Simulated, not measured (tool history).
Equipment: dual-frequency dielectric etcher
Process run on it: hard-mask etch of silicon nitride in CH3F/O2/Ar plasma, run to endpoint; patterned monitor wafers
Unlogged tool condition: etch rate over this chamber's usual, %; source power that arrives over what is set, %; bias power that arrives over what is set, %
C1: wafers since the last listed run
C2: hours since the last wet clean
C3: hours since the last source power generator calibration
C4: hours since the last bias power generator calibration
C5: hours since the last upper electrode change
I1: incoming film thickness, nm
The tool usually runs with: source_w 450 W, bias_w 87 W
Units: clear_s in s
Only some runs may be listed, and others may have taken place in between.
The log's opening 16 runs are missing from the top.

{"run": 17, "hour": 710.2, "source_w": 530, "bias_w": 108, "C1": 254, "C2": 446.7, "C3": 242.9, "C4": 429.1, "C5": 163.4, "I1": 34.59, "clear_s": 37.8}
{"run": 18, "hour": 745.6, "source_w": 360, "bias_w": 105, "C1": 291, "C2": 482.1, "C3": 278.3, "C4": 464.5, "C5": 198.8, "I1": 34.94, "clear_s": 46.3}
{"hour": 785.2, "done": "wet clean of the chamber"}
{"run": 19, "hour": 785.7, "source_w": 450, "bias_w": 87, "C1": 132, "C2": 0.5, "C3": 318.4, "C4": 504.6, "C5": 238.9, "I1": 35.22, "clear_s": 45.4}
{"run": 20, "hour": 804.8, "source_w": 450, "bias_w": 87, "C1": 157, "C2": 19.6, "C3": 337.5, "C4": 523.7, "C5": 258.0, "I1": 34.71, "clear_s": 44.7}
{"run": 21, "hour": 861.1, "source_w": 380, "bias_w": 103, "C1": 462, "C2": 75.9, "C3": 393.8, "C4": 580.0, "C5": 314.3, "I1": 34.81, "clear_s": 46.5}
{"run": 22, "hour": 928.5, "source_w": 450, "bias_w": 94, "C1": 554, "C2": 143.3, "C3": 461.2, "C4": 647.4, "C5": 381.7, "I1": 34.87, "clear_s": 43.6}
{"run": 23, "hour": 988.0, "source_w": 540, "bias_w": 104, "C1": 489, "C2": 202.8, "C3": 520.7, "C4": 706.9, "C5": 441.2, "I1": 34.85, "clear_s": 38.9}
{"run": 24, "hour": 1040.3, "source_w": 480, "bias_w": 87, "C1": 430, "C2": 255.1, "C3": 573.0, "C4": 759.2, "C5": 493.5, "I1": 34.95, "clear_s": 43.1}
{"run": 25, "hour": 1069.7, "source_w": 340, "bias_w": 72, "C1": 241, "C2": 284.5, "C3": 602.4, "C4": 788.6, "C5": 522.9, "I1": 34.38, "clear_s": 52.4}
{"run": 26, "hour": 1123.4, "source_w": 520, "bias_w": 87, "C1": 441, "C2": 338.2, "C3": 656.1, "C4": 842.3, "C5": 576.6, "I1": 34.73, "clear_s": 41.3}
{"run": 27, "hour": 1169.4, "source_w": 380, "bias_w": 96, "C1": 378, "C2": 384.2, "C3": 702.1, "C4": 888.3, "C5": 622.6, "I1": 34.65, "clear_s": 46.3}
{"hour": 1210.2, "done": "wet clean of the chamber"}
{"run": 28, "hour": 1227.3, "source_w": 450, "bias_w": 87, "C1": 278, "C2": 17.1, "C3": 760.0, "C4": 946.2, "C5": 680.5, "I1": 35.01, "clear_s": 45.4}
{"run": 29, "hour": 1292.8, "source_w": 450, "bias_w": 87, "C1": 538, "C2": 82.6, "C3": 825.5, "C4": 1011.7, "C5": 746.0, "I1": 35.1, "clear_s": 45.4}
{"run": 30, "hour": 1329.7, "source_w": 450, "bias_w": 87, "C1": 303, "C2": 119.5, "C3": 862.4, "C4": 1048.6, "C5": 782.9, "I1": 34.63, "clear_s": 44.8}
{"run": 31, "hour": 1373.1, "source_w": 450, "bias_w": 87, "C1": 356, "C2": 162.9, "C3": 905.8, "C4": 1092.0, "C5": 826.3, "I1": 34.96, "clear_s": 44.8}
{"run": 32, "hour": 1453.2, "source_w": 340, "bias_w": 66, "C1": 658, "C2": 243.0, "C3": 985.9, "C4": 1172.1, "C5": 906.4, "I1": 34.92, "clear_s": 54.6}
{"run": 33, "hour": 1507.3, "source_w": 390, "bias_w": 78, "C1": 444, "C2": 297.1, "C3": 1040.0, "C4": 1226.2, "C5": 960.5, "I1": 34.86, "clear_s": 49.2}
{"run": 34, "hour": 1577.2, "source_w": 390, "bias_w": 67, "C1": 574, "C2": 367.0, "C3": 1109.9, "C4": 1296.1, "C5": 1030.4, "I1": 34.83, "clear_s": 50.2}

Each row is a separate what-if for the run after 34, all from the same tool condition, not one after another. Results?
{"run": "A", "hour": 1577.6, "source_w": 450, "bias_w": 87, "C1": 3, "C2": 367.4, "C3": 1110.3, "C4": 1296.5, "C5": 1030.8, "I1": 34.36, "clear_s": "?"}
{"run": "B", "hour": 1577.6, "source_w": 450, "bias_w": 77, "C1": 3, "C2": 367.4, "C3": 1110.3, "C4": 1296.5, "C5": 1030.8, "I1": 34.36, "clear_s": "?"}
{"run": "C", "hour": 1577.6, "source_w": 350, "bias_w": 80, "C1": 3, "C2": 367.4, "C3": 1110.3, "C4": 1296.5, "C5": 1030.8, "I1": 34.36, "clear_s": "?"}
{"run": "D", "hour": 1577.6, "source_w": 520, "bias_w": 95, "C1": 3, "C2": 367.4, "C3": 1110.3, "C4": 1296.5, "C5": 1030.8, "I1": 34.36, "clear_s": "?"}
{"run": "E", "hour": 1577.6, "source_w": 450, "bias_w": 67, "C1": 3, "C2": 367.4, "C3": 1110.3, "C4": 1296.5, "C5": 1030.8, "I1": 34.36, "clear_s": "?"}

run=A clear_s=43.6
run=B clear_s=44.9
run=C clear_s=50.3
run=D clear_s=39.9
run=E clear_s=46.4
Without the tool's unlogged condition, the same runs would have read:
run=A clear_s=44.3
run=B clear_s=45.6
run=C clear_s=51.1
run=D clear_s=40.5
run=E clear_s=47.1

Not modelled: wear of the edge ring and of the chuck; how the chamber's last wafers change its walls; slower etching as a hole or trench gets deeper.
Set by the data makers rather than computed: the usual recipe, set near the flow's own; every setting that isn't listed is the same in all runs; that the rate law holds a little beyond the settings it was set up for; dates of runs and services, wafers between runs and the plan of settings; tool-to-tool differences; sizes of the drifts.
